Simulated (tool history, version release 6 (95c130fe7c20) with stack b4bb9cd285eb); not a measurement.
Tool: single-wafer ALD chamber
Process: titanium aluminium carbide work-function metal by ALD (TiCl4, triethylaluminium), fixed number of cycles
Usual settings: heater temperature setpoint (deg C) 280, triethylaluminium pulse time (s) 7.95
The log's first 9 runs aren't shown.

run    hour  heater temperature setpoint (deg C)  triethylaluminium pulse time (s)  read-back reference wafer on the same gauge, thickness_nm  mean film thickness on the monitor wafer (Å)
 10   477.3                                  280                              7.95                                                      1.848                                         19.05
 11   544.8                                  280                              10.4                                                       1.85                                         19.73
 12   613.8                                  280                              10.4                                                      1.849                                         19.92
 13     652                                  280                              10.4                                                      1.849                                         19.96
      671.1  -- thermocouple changed; heater temperature recalibrated
      675.5  -- triethylaluminium bottle replaced
 14   709.4                                  280                              7.95                                                      1.849                                         19.67
 15   733.7                                  280                              7.95                                                      1.851                                         19.73
 16   781.1                                  280                              7.95                                                       1.85                                         19.75
 17   822.9                                  285                              9.65                                                       1.85                                         20.71
 18   853.4                                  280                              5.85                                                      1.849                                         18.71
 19   888.6                                  280                             10.68                                                      1.849                                         20.35
 20   936.9                                  280                              7.95                                                      1.852                                         19.44
 21   979.2                                  269                              7.95                                                       1.85                                         18.33
 22    1018                                  280                              7.95                                                      1.849                                         19.34
 23  1075.5                                  292                              6.51                                                      1.849                                         19.71
     1112.7  -- gauge calibrated
 24  1124.9                                  285                              6.69                                                      1.851                                         19.07
     1196.4  -- showerhead replaced, of another model than before
 25  1196.7                                  280                              7.95                                                      1.852                                          18.6
 26  1266.3                                  292                              5.14                                                      1.853                                         15.84
 27  1302.8                                  291                              7.95                                                      1.849                                         19.66
 28  1392.3                                  280                              7.95                                                       1.85                                         18.45
 29  1433.4                                  270                              9.48                                                      1.849                                          18.4
     1473.1  -- triethylaluminium bottle replaced
 30  1500.1                                  280                              9.35                                                      1.849                                         20.27
 31  1554.2                                  287                             10.72                                                      1.848                                         21.27
 32  1613.4                                  288                              6.74                                                      1.848                                         18.96
 33  1676.8                                  269                              5.49                                                      1.848                                         15.22
 34  1706.1                                  268                             10.67                                                       1.85                                         19.01

Forecast each of these 3 alternatives for the next run:
  A  1706.5                                  280                              7.95                                                          ?                                             ?
  B  1706.5                                  267                             10.92                                                          ?                                             ?
  C  1706.5                                  269                             10.29                                                          ?                                             ?

run  read-back reference wafer on the same gauge, thickness_nm  mean film thickness on the monitor wafer (Å)
  A                                                       1.85                                         19.07
  B                                                       1.85                                         19.07
  C                                                       1.85                                         19.11
Without the tool's hidden state the same runs would have given:
run  mean film thickness on the monitor wafer (Å)
  A                                         19.89
  B                                         19.43
  C                                         19.54

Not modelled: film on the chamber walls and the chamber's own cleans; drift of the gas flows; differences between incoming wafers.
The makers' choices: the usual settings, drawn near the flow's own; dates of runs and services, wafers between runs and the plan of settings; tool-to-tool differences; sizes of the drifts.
